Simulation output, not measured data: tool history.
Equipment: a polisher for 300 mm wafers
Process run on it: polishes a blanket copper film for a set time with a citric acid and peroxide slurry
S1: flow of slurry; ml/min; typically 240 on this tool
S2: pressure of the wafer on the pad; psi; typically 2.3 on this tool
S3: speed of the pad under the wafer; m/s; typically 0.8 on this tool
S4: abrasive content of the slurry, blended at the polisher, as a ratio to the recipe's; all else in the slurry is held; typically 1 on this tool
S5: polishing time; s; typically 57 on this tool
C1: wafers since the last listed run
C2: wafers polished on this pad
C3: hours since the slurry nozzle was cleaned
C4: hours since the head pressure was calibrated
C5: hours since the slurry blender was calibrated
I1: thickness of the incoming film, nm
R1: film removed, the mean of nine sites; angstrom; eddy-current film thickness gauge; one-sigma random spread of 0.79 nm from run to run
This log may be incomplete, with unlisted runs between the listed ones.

| run | hour | S1 | S2 | S3 | S4 | S5 | C1 | C2 | C3 | C4 | C5 | I1 | R1 |
|---|---|---|---|---|---|---|---|---|---|---|---|---|---|
| 1 | 0 | 240 | 2.3 | 0.8 | 1 | 51 | 0 | 598 | 197.2 | 421.8 | 227 | 525.1 | 552 |
|  | 57 | head pressure recalibrated |
| 2 | 64.5 | 240 | 2.3 | 0.8 | 1 | 51 | 539 | 1137 | 261.7 | 7.5 | 291.5 | 528.5 | 538 |
| 3 | 108.1 | 240 | 2.3 | 0.68 | 1 | 57 | 376 | 1513 | 305.3 | 51.1 | 335.1 | 533.8 | 546 |
| 4 | 166.3 | 240 | 2.3 | 0.8 | 1 | 57 | 502 | 2016 | 363.5 | 109.3 | 393.3 | 524.1 | 608 |
|  | 220.5 | slurry nozzle cleaned |
| 5 | 222.4 | 240 | 2.3 | 0.8 | 1 | 57 | 475 | 2491 | 1.9 | 165.4 | 449.4 | 531.9 | 650 |
| 6 | 251.6 | 240 | 2.3 | 0.8 | 1 | 57 | 251 | 2743 | 31.1 | 194.6 | 478.6 | 518.3 | 646 |
| 7 | 286.7 | 240 | 2.3 | 0.8 | 1 | 57 | 302 | 3046 | 66.2 | 229.7 | 513.7 | 536.5 | 628 |
|  | 317.5 | worn pad replaced by a new one |
|  | 337.3 | slurry blender recalibrated |
| 8 | 357.5 | 240 | 2.7 | 0.8 | 1 | 57 | 559 | 327 | 137 | 300.5 | 20.2 | 529.3 | 722 |
| 9 | 416 | 240 | 2.7 | 0.8 | 1 | 57 | 504 | 832 | 195.5 | 359 | 78.7 | 538.1 | 715 |
| 10 | 448 | 240 | 2.3 | 0.8 | 1 | 49 | 276 | 1108 | 227.5 | 391 | 110.7 | 523.1 | 515 |
| 11 | 506 | 240 | 2.3 | 0.8 | 1 | 44 | 500 | 1608 | 285.5 | 449 | 168.7 | 521.9 | 464 |
|  | 522.4 | head pressure recalibrated |
| 12 | 558.3 | 175 | 2.3 | 1.02 | 1 | 63 | 434 | 2042 | 337.8 | 35.9 | 221 | 529.8 | 704 |
|  | 569.9 | slurry nozzle cleaned |
| 13 | 600.6 | 200 | 2.3 | 1 | 1 | 63 | 356 | 2399 | 30.7 | 78.2 | 263.3 | 537.9 | 783 |
| 14 | 639.1 | 210 | 1.7 | 0.8 | 1 | 57 | 332 | 2731 | 69.2 | 116.7 | 301.8 | 536.2 | 464 |
| 15 | 676.4 | 240 | 2.3 | 0.8 | 1 | 57 | 321 | 3053 | 106.5 | 154 | 339.1 | 540.1 | 625 |
|  | 698.1 | worn pad replaced by a new one |
| 16 | 741.5 | 165 | 2.3 | 0.8 | 1 | 57 | 527 | 374 | 171.6 | 219.1 | 404.2 | 526.2 | 552 |
| 17 | 781.7 | 240 | 2.3 | 0.56 | 0.75 | 64 | 346 | 721 | 211.8 | 259.3 | 444.4 | 535.9 | 513 |
| 18 | 845.3 | 200 | 2.3 | 0.8 | 1 | 66 | 548 | 1270 | 275.4 | 322.9 | 508 | 534.3 | 649 |
|  | 850.1 | slurry blender recalibrated |
| 19 | 871.5 | 240 | 1.9 | 0.8 | 1 | 57 | 208 | 1478 | 301.6 | 349.1 | 21.4 | 536 | 484 |
| 20 | 911.3 | 240 | 2.3 | 0.8 | 0.75 | 43 | 343 | 1822 | 341.4 | 388.9 | 61.2 | 528.4 | 402 |
|  | 915.8 | slurry nozzle cleaned |
| 21 | 943.9 | 240 | 2.3 | 0.8 | 1 | 40 | 272 | 2094 | 28.1 | 421.5 | 93.8 | 523.1 | 459 |
| 22 | 1007.1 | 240 | 2.3 | 0.8 | 1 | 57 | 545 | 2640 | 91.3 | 484.7 | 157 | 532.2 | 638 |
|  | 1015 | worn pad replaced by a new one |
| 23 | 1053.4 | 205 | 2.3 | 1 | 1.2 | 69 | 364 | 331 | 137.6 | 531 | 203.3 | 523.2 | 905 |
| 24 | 1081.7 | 240 | 2.3 | 0.8 | 1 | 57 | 244 | 575 | 165.9 | 559.3 | 231.6 | 538.4 | 615 |
|  | 1111.8 | head pressure recalibrated |
| 25 | 1112.3 | 240 | 2.3 | 0.8 | 1 | 57 | 246 | 822 | 196.5 | 0.5 | 262.2 | 526.6 | 605 |
| 26 | 1157.6 | 240 | 2.3 | 0.8 | 1.25 | 57 | 390 | 1213 | 241.8 | 45.8 | 307.5 | 535.4 | 651 |
| 27 | 1184.1 | 240 | 2.8 | 0.8 | 1 | 57 | 228 | 1441 | 268.3 | 72.3 | 334 | 527.7 | 734 |
| 28 | 1246.4 | 240 | 2.3 | 0.8 | 1.2 | 57 | 537 | 1979 | 330.6 | 134.6 | 396.3 | 534 | 620 |
| 29 | 1295.9 | 240 | 1.8 | 0.8 | 0.75 | 43 | 427 | 2406 | 380.1 | 184.1 | 445.8 | 523.5 | 325 |
|  | 1317.2 | slurry nozzle cleaned |
|  | 1331.3 | worn pad replaced by a new one |
| 30 | 1349.9 | 185 | 2.3 | 0.56 | 1 | 39 | 422 | 160 | 32.7 | 238.1 | 499.8 | 530.7 | 343 |
|  | 1374.5 | slurry blender recalibrated |
| 31 | 1400.6 | 215 | 1.8 | 0.92 | 1.2 | 57 | 420 | 580 | 83.4 | 288.8 | 26.1 | 531.2 | 553 |

Forecast each of these 3 alternatives for the next run:
| A | 1401 | 240 | 2.3 | 0.64 | 1 | 57 | 3 | 583 | 83.8 | 289.2 | 26.5 | 529.8 | ? |
| B | 1401 | 240 | 2.3 | 0.66 | 1 | 57 | 3 | 583 | 83.8 | 289.2 | 26.5 | 529.8 | ? |
| C | 1401 | 180 | 2.3 | 0.68 | 1 | 65 | 3 | 583 | 83.8 | 289.2 | 26.5 | 529.8 | ? |

| run | R1 |
|---|---|
| A | 555 |
| B | 565 |
| C | 618 |
Without the tool's hidden state the same runs would have given:
| run | R1 |
|---|---|
| A | 583 |
| B | 593 |
| C | 660 |
